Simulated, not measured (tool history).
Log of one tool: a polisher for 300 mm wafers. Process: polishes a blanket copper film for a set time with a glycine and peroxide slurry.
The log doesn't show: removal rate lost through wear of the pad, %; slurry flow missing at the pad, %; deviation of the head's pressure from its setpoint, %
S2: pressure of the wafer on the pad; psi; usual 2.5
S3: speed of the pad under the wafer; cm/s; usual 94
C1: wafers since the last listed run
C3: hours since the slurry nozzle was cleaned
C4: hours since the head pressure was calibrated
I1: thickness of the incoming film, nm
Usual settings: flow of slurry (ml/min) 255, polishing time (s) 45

Run 1, day 0.000: usual settings but flow of slurry (ml/min) 190; C1 0; wafers polished on this pad 412; C3 66.0; C4 826.8; I1 2067.4. Result: film removed (nm) 228.7.
Run 2, day 2.029: usual settings; C1 499; wafers polished on this pad 912; C3 114.7; C4 875.5; I1 2062.1. Result: film removed (nm) 239.7.
Run 3, day 4.354: usual settings but flow of slurry (ml/min) 225; C1 572; wafers polished on this pad 1485; C3 170.5; C4 931.3; I1 2071.4. Result: film removed (nm) 235.1.
Run 4, day 6.179: usual settings; C1 449; wafers polished on this pad 1935; C3 214.3; C4 975.1; I1 2059.2. Result: film removed (nm) 236.8.
At day 7.017: head pressure recalibrated.
Run 5, day 7.267: usual settings but polishing time (s) 57; C1 247; wafers polished on this pad 2182; C3 240.4; C4 6.0; I1 2059.1. Result: film removed (nm) 299.6.
Run 6, day 9.517: usual settings but polishing time (s) 57; C1 554; wafers polished on this pad 2737; C3 294.4; C4 60.0; I1 2076.6. Result: film removed (nm) 298.8.
Run 7, day 11.967: usual settings but polishing time (s) 57; C1 603; wafers polished on this pad 3340; C3 353.2; C4 118.8; I1 2082.9. Result: film removed (nm) 301.5.
Run 8, day 13.608: usual settings; C1 404; wafers polished on this pad 3745; C3 392.6; C4 158.2; I1 2029.2. Result: film removed (nm) 230.9.
At day 15.808: worn pad replaced by a new one.
Run 9, day 16.229: usual settings; C1 604; wafers polished on this pad 103; C3 455.5; C4 221.1; I1 2081.3. Result: film removed (nm) 232.5.
Run 10, day 17.983: usual settings but flow of slurry (ml/min) 210; C1 432; wafers polished on this pad 536; C3 497.6; C4 263.2; I1 2083.3. Result: film removed (nm) 227.0.
Run 11, day 20.558: usual settings but flow of slurry (ml/min) 210; C1 634; wafers polished on this pad 1170; C3 559.4; C4 325.0; I1 2086.4. Result: film removed (nm) 223.2.
Run 12, day 23.038: usual settings but S3 112 cm/s; C1 610; wafers polished on this pad 1781; C3 618.9; C4 384.5; I1 2078.6. Result: film removed (nm) 257.6.
At day 25.196: slurry nozzle cleaned.
Run 13, day 25.350: usual settings but S3 112 cm/s; C1 559; wafers polished on this pad 2341; C3 3.7; C4 440.0; I1 2077.6. Result: film removed (nm) 266.0.
Run 14, day 27.775: usual settings but S3 108 cm/s, polishing time (s) 33; C1 597; wafers polished on this pad 2938; C3 61.9; C4 498.2; I1 2064.7. Result: film removed (nm) 193.7.
Run 15, day 30.221: usual settings but S2 2.3 psi; C1 602; wafers polished on this pad 3541; C3 120.6; C4 556.9; I1 2058.7. Result: film removed (nm) 225.3.
Run 16, day 32.346: usual settings but polishing time (s) 38; C1 523; wafers polished on this pad 4064; C3 171.6; C4 607.9; I1 2045.6. Result: film removed (nm) 197.3.
At day 33.196: worn pad replaced by a new one.
Run 17, day 33.817: usual settings; C1 321; wafers polished on this pad 152; C3 206.9; C4 643.2; I1 2101.7. Result: film removed (nm) 240.2.
Run 18, day 34.854: usual settings; C1 255; wafers polished on this pad 408; C3 231.8; C4 668.1; I1 2064.7. Result: film removed (nm) 236.5.
Run 19, day 36.396: usual settings but S2 3.0 psi, polishing time (s) 55; C1 379; wafers polished on this pad 788; C3 268.8; C4 705.1; I1 2056.6. Result: film removed (nm) 331.8.
Run 20, day 37.862: usual settings; C1 361; wafers polished on this pad 1149; C3 304.0; C4 740.3; I1 2042.7. Result: film removed (nm) 241.3.
Run 21, day 40.479: usual settings; C1 644; wafers polished on this pad 1794; C3 366.8; C4 803.1; I1 2034.9. Result: film removed (nm) 239.7.
Run 22, day 41.658: usual settings but flow of slurry (ml/min) 165, S2 2.0 psi, polishing time (s) 33; C1 290; wafers polished on this pad 2084; C3 395.1; C4 831.4; I1 2045.6. Result: film removed (nm) 140.5.
At day 42.233: head pressure recalibrated.
Run 23, day 43.404: usual settings but flow of slurry (ml/min) 210, S2 2.0 psi, S3 72 cm/s; C1 409; wafers polished on this pad 2494; C3 437.0; C4 28.1; I1 2072.6. Result: film removed (nm) 170.9.
Run 24, day 45.567: usual settings but S2 3.1 psi, S3 66 cm/s; C1 532; wafers polished on this pad 3027; C3 488.9; C4 80.0; I1 2066.5. Result: film removed (nm) 223.2.
Run 25, day 47.200: usual settings but flow of slurry (ml/min) 330, S3 80 cm/s; C1 402; wafers polished on this pad 3429; C3 528.1; C4 119.2; I1 2050.6. Result: film removed (nm) 218.0.
Run 26, day 49.938: usual settings but polishing time (s) 55; C1 674; wafers polished on this pad 4104; C3 593.8; C4 184.9; I1 2056.9. Result: film removed (nm) 286.3.
Run 27, day 52.875: usual settings but flow of slurry (ml/min) 175, S3 72 cm/s, polishing time (s) 58; C1 723; wafers polished on this pad 4828; C3 664.3; C4 255.4; I1 2031.9. Result: film removed (nm) 235.7.
Run 28, day 53.933: usual settings; C1 260; wafers polished on this pad 5088; C3 689.7; C4 280.8; I1 2095.5. Result: film removed (nm) 228.8.
At day 54.496: worn pad replaced by a new one.
At day 54.629: slurry nozzle cleaned.
Run 29, day 55.025: usual settings but S3 82 cm/s; C1 217; wafers polished on this pad 119; C3 9.5; C4 307.0; I1 2042.4. Result: film removed (nm) 221.6.
Run 30, day 56.121: usual settings but S2 1.9 psi, S3 64 cm/s, polishing time (s) 37; C1 270; wafers polished on this pad 389; C3 35.8; C4 333.3; I1 2060.0. Result: film removed (nm) 137.5.
Run 31, day 57.471: usual settings; C1 332; wafers polished on this pad 722; C3 68.2; C4 365.7; I1 2108.6. Result: film removed (nm) 235.6.
Run 32, day 58.929: usual settings but flow of slurry (ml/min) 190, S2 2.1 psi; C1 359; wafers polished on this pad 1081; C3 103.2; C4 400.7; I1 2073.6. Result: film removed (nm) 204.6.
Run 33, day 60.479: usual settings but flow of slurry (ml/min) 210; C1 381; wafers polished on this pad 1463; C3 140.4; C4 437.9; I1 2062.4. Result: film removed (nm) 229.4.
Run 34, day 62.596: usual settings but S3 122 cm/s; C1 521; wafers polished on this pad 1985; C3 191.2; C4 488.7; I1 2072.2. Result: film removed (nm) 280.4.
Run 35, day 64.817: usual settings but S2 3.1 psi, S3 66 cm/s; C1 547; wafers polished on this pad 2532; C3 244.5; C4 542.0; I1 2061.9. Result: film removed (nm) 230.3.
Run 36, day 66.567: usual settings but polishing time (s) 58; C1 431; wafers polished on this pad 2963; C3 286.5; C4 584.0; I1 2050.3. Result: film removed (nm) 302.5.
Run 37, day 68.162: usual settings but flow of slurry (ml/min) 175, S2 3.0 psi, polishing time (s) 57; C1 393; wafers polished on this pad 3356; C3 324.8; C4 622.3; I1 2058.4. Result: film removed (nm) 320.1.

Forecast each of these 4 alternatives for the next run:
Run A, day 68.179: usual settings; C1 4; wafers polished on this pad 3360; C3 325.2; C4 622.7; I1 2043.5. Result: film removed (nm) ?.
Run B, day 68.179: usual settings but polishing time (s) 30; C1 4; wafers polished on this pad 3360; C3 325.2; C4 622.7; I1 2043.5. Result: film removed (nm) ?.
Run C, day 68.179: usual settings but polishing time (s) 61; C1 4; wafers polished on this pad 3360; C3 325.2; C4 622.7; I1 2043.5. Result: film removed (nm) ?.
Run D, day 68.179: usual settings but flow of slurry (ml/min) 335, S3 112 cm/s; C1 4; wafers polished on this pad 3360; C3 325.2; C4 622.7; I1 2043.5. Result: film removed (nm) ?.

run  film removed (nm)
  A              237.2
  B              158.1
  C              321.5
  D              270.8
Without the tool's hidden state the same runs would have given:
run  film removed (nm)
  A              239.7
  B              159.8
  C              325.0
  D              273.1
